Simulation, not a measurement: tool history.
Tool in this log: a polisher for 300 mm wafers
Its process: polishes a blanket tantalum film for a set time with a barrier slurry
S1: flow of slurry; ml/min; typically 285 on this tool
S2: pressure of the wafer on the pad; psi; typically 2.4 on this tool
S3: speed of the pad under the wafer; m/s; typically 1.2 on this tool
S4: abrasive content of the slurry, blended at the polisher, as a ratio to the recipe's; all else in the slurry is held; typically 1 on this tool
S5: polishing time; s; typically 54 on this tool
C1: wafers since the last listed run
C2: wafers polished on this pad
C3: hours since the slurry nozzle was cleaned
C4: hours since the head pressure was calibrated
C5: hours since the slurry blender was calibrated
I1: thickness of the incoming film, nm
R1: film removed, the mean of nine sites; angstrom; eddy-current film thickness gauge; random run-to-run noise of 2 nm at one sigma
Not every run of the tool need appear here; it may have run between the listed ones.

run 1 day=0 | S1=285 S2=2.7 S3=1.2 S4=1 S5=54 | C1=0 C2=833 C3=265.2 C4=908.1 C5=108.8 | I1=415.2 | R1=1581
run 2 day=0.621 | S1=285 S2=2.7 S3=1.2 S4=1 S5=54 | C1=120 C2=953 C3=280.1 C4=923 C5=123.7 | I1=408.8 | R1=1604
run 3 day=1.029 | S1=285 S2=2.4 S3=1.2 S4=1 S5=54 | C1=79 C2=1032 C3=289.9 C4=932.8 C5=133.5 | I1=404.3 | R1=1427
-- day=1.467 worn pad replaced by a new one
run 4 day=1.512 | S1=285 S2=2.4 S3=1.2 S4=1 S5=54 | C1=61 C2=9 C3=301.5 C4=944.4 C5=145.1 | I1=404.5 | R1=1464
run 5 day=2.158 | S1=285 S2=2.4 S3=1.2 S4=1 S5=54 | C1=125 C2=134 C3=317 C4=959.9 C5=160.6 | I1=404.8 | R1=1393
run 6 day=2.838 | S1=285 S2=2.4 S3=1.2 S4=1 S5=54 | C1=131 C2=266 C3=333.3 C4=976.2 C5=176.9 | I1=407.7 | R1=1419
run 7 day=3.412 | S1=235 S2=2.4 S3=1.2 S4=1 S5=48 | C1=111 C2=377 C3=347.1 C4=990 C5=190.7 | I1=408.9 | R1=1229
run 8 day=3.767 | S1=285 S2=2.6 S3=1.2 S4=1 S5=54 | C1=68 C2=446 C3=355.6 C4=998.5 C5=199.2 | I1=409.1 | R1=1538
run 9 day=4.188 | S1=285 S2=2.6 S3=1.2 S4=1 S5=54 | C1=81 C2=527 C3=365.7 C4=1008.6 C5=209.3 | I1=413.8 | R1=1511
run 10 day=4.892 | S1=285 S2=2.4 S3=1.2 S4=1 S5=54 | C1=136 C2=664 C3=382.6 C4=1025.5 C5=226.2 | I1=405.1 | R1=1420
run 11 day=5.142 | S1=240 S2=2.4 S3=1.2 S4=0.7 S5=54 | C1=48 C2=712 C3=388.6 C4=1031.5 C5=232.2 | I1=403.9 | R1=1265
run 12 day=5.717 | S1=285 S2=3 S3=0.82 S4=0.8 S5=54 | C1=111 C2=824 C3=402.4 C4=1045.3 C5=246 | I1=403.6 | R1=1218
-- day=6.262 slurry blender recalibrated
run 13 day=6.692 | S1=250 S2=3.1 S3=1.2 S4=1.2 S5=69 | C1=172 C2=997 C3=425.8 C4=1068.7 C5=10.3 | I1=411.9 | R1=2388
-- day=7.417 worn pad replaced by a new one
run 14 day=7.438 | S1=285 S2=2.4 S3=1.2 S4=1 S5=72 | C1=112 C2=4 C3=443.7 C4=1086.6 C5=28.2 | I1=407.8 | R1=1891
-- day=7.888 head pressure recalibrated
run 15 day=7.95 | S1=350 S2=2.4 S3=1.1 S4=1 S5=54 | C1=83 C2=87 C3=456 C4=1.5 C5=40.5 | I1=401.7 | R1=1388
-- day=8.104 slurry nozzle cleaned
run 16 day=8.588 | S1=285 S2=2.4 S3=1.44 S4=1 S5=54 | C1=115 C2=202 C3=11.6 C4=16.8 C5=55.8 | I1=410 | R1=1656
run 17 day=8.967 | S1=285 S2=2.4 S3=1.2 S4=1 S5=54 | C1=73 C2=276 C3=20.7 C4=25.9 C5=64.9 | I1=410.3 | R1=1457
run 18 day=9.254 | S1=285 S2=2.4 S3=1.2 S4=0.75 S5=47 | C1=55 C2=332 C3=27.6 C4=32.8 C5=71.8 | I1=413.4 | R1=1143
run 19 day=9.679 | S1=285 S2=2.4 S3=1.2 S4=1 S5=54 | C1=82 C2=414 C3=37.8 C4=43 C5=82 | I1=410.1 | R1=1391
run 20 day=10.304 | S1=285 S2=1.8 S3=0.88 S4=1 S5=45 | C1=121 C2=535 C3=52.8 C4=58 C5=97 | I1=412.3 | R1=751

Branching from run 20: 5 alternative next runs. What would each branch give?
run A day=10.321 | S1=285 S2=2.4 S3=1.2 S4=1 S5=54 | C1=3 C2=539 C3=53.2 C4=58.4 C5=97.4 | I1=413.5 | R1=?
run B day=10.321 | S1=285 S2=2.4 S3=1.56 S4=1.2 S5=61 | C1=3 C2=539 C3=53.2 C4=58.4 C5=97.4 | I1=413.5 | R1=?
run C day=10.321 | S1=285 S2=2.4 S3=1.04 S4=0.75 S5=54 | C1=3 C2=539 C3=53.2 C4=58.4 C5=97.4 | I1=413.5 | R1=?
run D day=10.321 | S1=310 S2=1.8 S3=1.2 S4=1.2 S5=54 | C1=3 C2=539 C3=53.2 C4=58.4 C5=97.4 | I1=413.5 | R1=?
run E day=10.321 | S1=325 S2=2.4 S3=0.82 S4=1 S5=54 | C1=3 C2=539 C3=53.2 C4=58.4 C5=97.4 | I1=413.5 | R1=?

run=A R1=1436
run=B R1=2092
run=C R1=1185
run=D R1=1193
run=E R1=1099
With the hidden condition removed and each run's random variation left untouched, the same runs would have given:
run=A R1=1436
run=B R1=2092
run=C R1=1185
run=D R1=1193
run=E R1=1099

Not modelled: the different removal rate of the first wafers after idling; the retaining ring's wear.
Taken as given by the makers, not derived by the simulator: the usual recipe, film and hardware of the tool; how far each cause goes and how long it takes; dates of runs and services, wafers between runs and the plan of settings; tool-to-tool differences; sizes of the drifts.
